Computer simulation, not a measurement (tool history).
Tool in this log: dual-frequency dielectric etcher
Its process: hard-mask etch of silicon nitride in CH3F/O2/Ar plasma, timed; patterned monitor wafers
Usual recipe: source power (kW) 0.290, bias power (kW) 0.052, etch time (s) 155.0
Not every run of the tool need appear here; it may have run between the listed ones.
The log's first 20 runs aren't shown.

run	hour	source power (kW)	bias power (kW)	etch time (s)	read-back reference wafer on the same gauge, depth_nm	mean etch depth across the wafer (nm)
21	534.8	0.310	0.052	175.5	70.7	97.1
22	562.4	0.290	0.052	155.0	70.7	82.3
23	585.2	0.290	0.052	130.5	70.7	69.5
24	606.5	0.290	0.052	155.0	70.7	82.5
25	636.6	0.340	0.059	189.5	70.6	116.6
26	652.9	0.290	0.056	155.0	70.7	85.1
27	674.6	0.290	0.052	155.0	70.7	82.4
28	710.0	0.290	0.052	155.0	70.7	82.6
29	726.8	0.290	0.052	155.0	70.8	82.9
# hour 814.3: wet clean of the chamber
30	824.1	0.290	0.049	155.0	70.7	79.5
31	853.6	0.260	0.062	170.0	70.7	89.6

Branching from run 31: 3 alternative next runs. What would each branch give?
A	854.1	0.240	0.052	155.0	?	?
B	854.1	0.250	0.052	155.0	?	?
C	854.1	0.260	0.044	115.0	?	?

run	read-back reference wafer on the same gauge, depth_nm	mean etch depth across the wafer (nm)
A	70.7	71.6
B	70.7	73.6
C	70.7	52.3
Stripped of hidden state, with their random variation kept, the same runs would have yielded:
run	mean etch depth across the wafer (nm)
A	73.2
B	75.3
C	53.5
